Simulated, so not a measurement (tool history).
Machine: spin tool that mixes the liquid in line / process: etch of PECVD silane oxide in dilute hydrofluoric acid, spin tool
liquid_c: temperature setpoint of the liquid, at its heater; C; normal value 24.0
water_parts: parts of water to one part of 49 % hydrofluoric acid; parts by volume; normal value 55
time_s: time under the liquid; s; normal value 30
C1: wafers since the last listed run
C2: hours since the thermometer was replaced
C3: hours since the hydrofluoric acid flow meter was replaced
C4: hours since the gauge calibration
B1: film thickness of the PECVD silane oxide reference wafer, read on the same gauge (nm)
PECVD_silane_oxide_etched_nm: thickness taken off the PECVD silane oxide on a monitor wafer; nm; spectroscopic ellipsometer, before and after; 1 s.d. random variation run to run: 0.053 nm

run 1 day=0.000 | liquid_c=24.0 water_parts=55 time_s=30 | C1=0 C2=1134.0 C3=91.0 C4=605.5 | B1=100.00 | PECVD_silane_oxide_etched_nm=12.46
run 2 day=2.067 | liquid_c=24.0 water_parts=55 time_s=30 | C1=735 C2=1183.6 C3=140.6 C4=655.1 | B1=100.02 | PECVD_silane_oxide_etched_nm=12.58
run 3 day=4.896 | liquid_c=24.0 water_parts=55 time_s=30 | C1=1006 C2=1251.5 C3=208.5 C4=723.0 | B1=99.99 | PECVD_silane_oxide_etched_nm=12.67
run 4 day=8.288 | liquid_c=24.0 water_parts=55 time_s=30 | C1=1206 C2=1332.9 C3=289.9 C4=804.4 | B1=100.02 | PECVD_silane_oxide_etched_nm=12.73
run 5 day=10.829 | liquid_c=24.0 water_parts=55 time_s=30 | C1=903 C2=1393.9 C3=350.9 C4=865.4 | B1=99.97 | PECVD_silane_oxide_etched_nm=12.82
run 6 day=13.854 | liquid_c=27.5 water_parts=55 time_s=15 | C1=1075 C2=1466.5 C3=423.5 C4=938.0 | B1=99.97 | PECVD_silane_oxide_etched_nm=7.42
run 7 day=17.992 | liquid_c=22.0 water_parts=55 time_s=45 | C1=1471 C2=1565.8 C3=522.8 C4=1037.3 | B1=99.99 | PECVD_silane_oxide_etched_nm=17.97
-- day=18.471 hydrofluoric acid flow meter replaced
run 8 day=19.821 | liquid_c=22.0 water_parts=55 time_s=45 | C1=635 C2=1609.7 C3=32.4 C4=1081.2 | B1=99.99 | PECVD_silane_oxide_etched_nm=17.42
run 9 day=22.717 | liquid_c=22.0 water_parts=55 time_s=45 | C1=1029 C2=1679.2 C3=101.9 C4=1150.7 | B1=99.95 | PECVD_silane_oxide_etched_nm=17.51
run 10 day=24.638 | liquid_c=24.0 water_parts=55 time_s=30 | C1=683 C2=1725.3 C3=148.0 C4=1196.8 | B1=100.00 | PECVD_silane_oxide_etched_nm=12.75
run 11 day=28.888 | liquid_c=24.0 water_parts=55 time_s=30 | C1=1511 C2=1827.3 C3=250.0 C4=1298.8 | B1=100.02 | PECVD_silane_oxide_etched_nm=12.74
run 12 day=31.462 | liquid_c=20.5 water_parts=55 time_s=30 | C1=915 C2=1889.1 C3=311.8 C4=1360.6 | B1=99.98 | PECVD_silane_oxide_etched_nm=11.09
run 13 day=34.471 | liquid_c=24.0 water_parts=40 time_s=30 | C1=1069 C2=1961.3 C3=384.0 C4=1432.8 | B1=100.00 | PECVD_silane_oxide_etched_nm=18.18
-- day=35.842 gauge calibrated
-- day=36.896 hydrofluoric acid flow meter replaced
run 14 day=37.283 | liquid_c=24.0 water_parts=40 time_s=30 | C1=985 C2=2028.8 C3=9.3 C4=34.6 | B1=99.96 | PECVD_silane_oxide_etched_nm=17.74
run 15 day=41.129 | liquid_c=24.0 water_parts=55 time_s=30 | C1=1367 C2=2121.1 C3=101.6 C4=126.9 | B1=99.98 | PECVD_silane_oxide_etched_nm=12.82
run 16 day=42.825 | liquid_c=20.0 water_parts=55 time_s=20 | C1=603 C2=2161.8 C3=142.3 C4=167.6 | B1=100.01 | PECVD_silane_oxide_etched_nm=7.23
run 17 day=45.438 | liquid_c=24.0 water_parts=55 time_s=30 | C1=929 C2=2224.5 C3=205.0 C4=230.3 | B1=100.00 | PECVD_silane_oxide_etched_nm=12.95
-- day=46.242 thermometer replaced
run 18 day=49.262 | liquid_c=21.0 water_parts=85 time_s=15 | C1=1345 C2=72.5 C3=296.8 C4=322.1 | B1=100.02 | PECVD_silane_oxide_etched_nm=3.42
run 19 day=52.029 | liquid_c=19.5 water_parts=75 time_s=20 | C1=983 C2=138.9 C3=363.2 C4=388.5 | B1=99.96 | PECVD_silane_oxide_etched_nm=4.96
run 20 day=55.675 | liquid_c=22.0 water_parts=55 time_s=45 | C1=1296 C2=226.4 C3=450.7 C4=476.0 | B1=99.99 | PECVD_silane_oxide_etched_nm=17.68
-- day=56.271 hydrofluoric acid flow meter replaced
run 21 day=62.838 | liquid_c=25.5 water_parts=55 time_s=30 | C1=2532 C2=398.3 C3=157.6 C4=647.9 | B1=100.04 | PECVD_silane_oxide_etched_nm=13.29
run 22 day=66.238 | liquid_c=24.0 water_parts=45 time_s=45 | C1=1209 C2=479.9 C3=239.2 C4=729.5 | B1=100.03 | PECVD_silane_oxide_etched_nm=23.31
run 23 day=70.483 | liquid_c=24.0 water_parts=45 time_s=30 | C1=1510 C2=581.8 C3=341.1 C4=831.4 | B1=99.98 | PECVD_silane_oxide_etched_nm=15.70
run 24 day=73.096 | liquid_c=28.5 water_parts=55 time_s=45 | C1=929 C2=644.5 C3=403.8 C4=894.1 | B1=99.98 | PECVD_silane_oxide_etched_nm=22.82
run 25 day=75.588 | liquid_c=24.0 water_parts=55 time_s=30 | C1=886 C2=704.3 C3=463.6 C4=953.9 | B1=99.99 | PECVD_silane_oxide_etched_nm=12.76
-- day=76.371 hydrofluoric acid flow meter replaced
run 26 day=81.521 | liquid_c=20.5 water_parts=25 time_s=20 | C1=2095 C2=846.7 C3=123.6 C4=1096.3 | B1=100.02 | PECVD_silane_oxide_etched_nm=16.44
run 27 day=85.112 | liquid_c=24.0 water_parts=75 time_s=15 | C1=1277 C2=932.9 C3=209.8 C4=1182.5 | B1=99.97 | PECVD_silane_oxide_etched_nm=4.49
-- day=87.767 gauge calibrated
run 28 day=88.988 | liquid_c=24.0 water_parts=55 time_s=20 | C1=1378 C2=1025.9 C3=302.8 C4=29.3 | B1=100.03 | PECVD_silane_oxide_etched_nm=8.40
run 29 day=91.354 | liquid_c=20.0 water_parts=70 time_s=15 | C1=841 C2=1082.7 C3=359.6 C4=86.1 | B1=99.98 | PECVD_silane_oxide_etched_nm=4.17
run 30 day=94.525 | liquid_c=24.0 water_parts=55 time_s=30 | C1=1127 C2=1158.8 C3=435.7 C4=162.2 | B1=100.00 | PECVD_silane_oxide_etched_nm=12.80

3 options for the next run, each taken on its own from the tool as it stands now. Forecast them:
run A day=94.542 | liquid_c=24.0 water_parts=55 time_s=30 | C1=5 C2=1159.2 C3=436.1 C4=162.6 | B1=? | PECVD_silane_oxide_etched_nm=?
run B day=94.542 | liquid_c=27.0 water_parts=80 time_s=40 | C1=5 C2=1159.2 C3=436.1 C4=162.6 | B1=? | PECVD_silane_oxide_etched_nm=?
run C day=94.542 | liquid_c=24.0 water_parts=55 time_s=40 | C1=5 C2=1159.2 C3=436.1 C4=162.6 | B1=? | PECVD_silane_oxide_etched_nm=?

run=A B1=100.00 PECVD_silane_oxide_etched_nm=12.85
run=B B1=100.00 PECVD_silane_oxide_etched_nm=12.84
run=C B1=100.00 PECVD_silane_oxide_etched_nm=17.14
Without the tool's hidden state the same runs would have given:
run=A PECVD_silane_oxide_etched_nm=12.09
run=B PECVD_silane_oxide_etched_nm=12.09
run=C PECVD_silane_oxide_etched_nm=16.12

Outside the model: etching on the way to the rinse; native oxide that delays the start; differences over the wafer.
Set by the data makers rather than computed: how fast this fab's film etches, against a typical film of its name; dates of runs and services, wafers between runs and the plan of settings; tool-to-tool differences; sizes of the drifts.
